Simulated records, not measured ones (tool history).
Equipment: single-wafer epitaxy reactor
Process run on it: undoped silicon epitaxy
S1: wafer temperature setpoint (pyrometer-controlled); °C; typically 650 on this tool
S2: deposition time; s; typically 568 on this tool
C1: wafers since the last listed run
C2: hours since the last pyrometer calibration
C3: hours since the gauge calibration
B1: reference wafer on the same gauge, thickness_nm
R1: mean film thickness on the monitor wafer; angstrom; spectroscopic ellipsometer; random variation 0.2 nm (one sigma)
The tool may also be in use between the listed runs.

| run | day | S1 | S2 | C1 | C2 | C3 | B1 | R1 |
|---|---|---|---|---|---|---|---|---|
| 1 | 0.000 | 650 | 612 | 0 | 1777.7 | 77.9 | 104.299 | 1015.48 |
| 2 | 1.321 | 650 | 612 | 126 | 1809.4 | 109.6 | 104.326 | 1015.61 |
| 3 | 2.188 | 650 | 612 | 82 | 1830.2 | 130.4 | 104.324 | 1016.04 |
| 4 | 6.017 | 650 | 568 | 365 | 1922.1 | 222.3 | 104.250 | 947.13 |
| 5 | 7.358 | 650 | 568 | 128 | 1954.3 | 254.5 | 104.246 | 946.42 |
| 6 | 8.583 | 650 | 568 | 116 | 1983.7 | 283.9 | 104.244 | 946.43 |
| 7 | 9.767 | 650 | 568 | 112 | 2012.1 | 312.3 | 104.231 | 950.29 |
| 8 | 10.958 | 650 | 568 | 113 | 2040.7 | 340.9 | 104.299 | 946.91 |
| 9 | 11.912 | 650 | 568 | 91 | 2063.6 | 363.8 | 104.360 | 948.59 |
| 10 | 13.271 | 650 | 568 | 129 | 2096.2 | 396.4 | 104.366 | 948.85 |
| 11 | 14.333 | 650 | 568 | 101 | 2121.7 | 421.9 | 104.272 | 951.93 |
| 12 | 15.067 | 650 | 568 | 70 | 2139.3 | 439.5 | 104.329 | 949.97 |
| 13 | 16.321 | 660 | 568 | 119 | 2169.4 | 469.6 | 104.376 | 1173.14 |
| 14 | 16.862 | 660 | 568 | 51 | 2182.4 | 482.6 | 104.249 | 1168.64 |
| 15 | 17.596 | 650 | 568 | 70 | 2200.0 | 500.2 | 104.347 | 954.23 |
| 16 | 18.346 | 650 | 568 | 71 | 2218.0 | 518.2 | 104.420 | 951.25 |
| 17 | 19.342 | 650 | 568 | 95 | 2241.9 | 542.1 | 104.361 | 951.31 |
| 18 | 20.192 | 650 | 568 | 81 | 2262.3 | 562.5 | 104.346 | 954.50 |
| 19 | 21.350 | 650 | 568 | 110 | 2290.1 | 590.3 | 104.322 | 955.71 |
| 20 | 22.850 | 650 | 568 | 143 | 2326.1 | 626.3 | 104.395 | 957.15 |
| 21 | 23.617 | 650 | 568 | 73 | 2344.5 | 644.7 | 104.384 | 955.22 |
| 22 | 24.183 | 650 | 568 | 54 | 2358.1 | 658.3 | 104.438 | 954.79 |
| 23 | 25.058 | 650 | 568 | 83 | 2379.1 | 679.3 | 104.328 | 954.01 |
| 24 | 25.967 | 635 | 649 | 86 | 2400.9 | 701.1 | 104.342 | 790.65 |
| 25 | 26.896 | 650 | 568 | 88 | 2423.2 | 723.4 | 104.264 | 957.07 |
| 26 | 27.479 | 657 | 639 | 55 | 2437.2 | 737.4 | 104.228 | 1245.16 |
| 27 | 28.858 | 658 | 610 | 131 | 2470.3 | 770.5 | 104.284 | 1219.22 |
| 28 | 30.150 | 650 | 568 | 123 | 2501.3 | 801.5 | 104.292 | 958.93 |
| 29 | 31.562 | 656 | 505 | 134 | 2535.2 | 835.4 | 104.215 | 969.70 |
| 30 | 32.167 | 658 | 617 | 57 | 2549.7 | 849.9 | 104.158 | 1228.50 |
| 31 | 33.533 | 662 | 568 | 130 | 2582.5 | 882.7 | 104.216 | 1233.92 |
|  | 33.862 | gauge calibrated |
| 32 | 34.267 | 641 | 520 | 70 | 2600.1 | 9.7 | 104.231 | 725.10 |
| 33 | 34.942 | 650 | 568 | 64 | 2616.3 | 25.9 | 104.361 | 963.30 |
| 34 | 35.604 | 650 | 568 | 63 | 2632.2 | 41.8 | 104.345 | 962.28 |
| 35 | 36.675 | 650 | 568 | 102 | 2657.9 | 67.5 | 104.393 | 960.80 |
|  | 37.083 | pyrometer calibrated |
| 36 | 37.646 | 650 | 568 | 60 | 13.5 | 90.8 | 104.324 | 900.91 |
| 37 | 38.896 | 657 | 568 | 119 | 43.5 | 120.8 | 104.151 | 1052.46 |
| 38 | 39.846 | 662 | 616 | 90 | 66.3 | 143.6 | 104.365 | 1265.50 |
| 39 | 40.654 | 650 | 568 | 77 | 85.7 | 163.0 | 104.286 | 905.10 |
| 40 | 41.288 | 655 | 645 | 60 | 100.9 | 178.2 | 104.348 | 1140.74 |
| 41 | 41.804 | 659 | 568 | 49 | 113.3 | 190.6 | 104.224 | 1093.46 |
| 42 | 44.971 | 650 | 568 | 302 | 189.3 | 266.6 | 104.302 | 907.86 |
| 43 | 45.496 | 661 | 483 | 50 | 201.9 | 279.2 | 104.279 | 969.50 |
| 44 | 46.392 | 650 | 568 | 85 | 223.4 | 300.7 | 104.384 | 910.96 |
| 45 | 47.600 | 644 | 491 | 115 | 252.4 | 329.7 | 104.338 | 688.61 |
| 46 | 48.812 | 650 | 568 | 115 | 281.5 | 358.8 | 104.229 | 909.77 |
| 47 | 50.108 | 636 | 612 | 123 | 312.6 | 389.9 | 104.260 | 724.13 |

Take each entry between the runs: how does the hidden state at the last listed run before it differ from the hidden state at the first listed run after it?
Between runs 31 and 32: gauge calibrated (day 33.862)
  wafer temperature above the value expected at the setpoint (K): 2.59 -> 2.61
  difference, measured minus the result without the unlogged condition, R1: +64.45 -> +39.86 angstrom
Between runs 35 and 36: pyrometer calibrated (day 37.083)
  wafer temperature above the value expected at the setpoint (K): 2.68 -> -0.4
  difference, measured minus the result without the unlogged condition, R1: +53.20 -> -7.71 angstrom

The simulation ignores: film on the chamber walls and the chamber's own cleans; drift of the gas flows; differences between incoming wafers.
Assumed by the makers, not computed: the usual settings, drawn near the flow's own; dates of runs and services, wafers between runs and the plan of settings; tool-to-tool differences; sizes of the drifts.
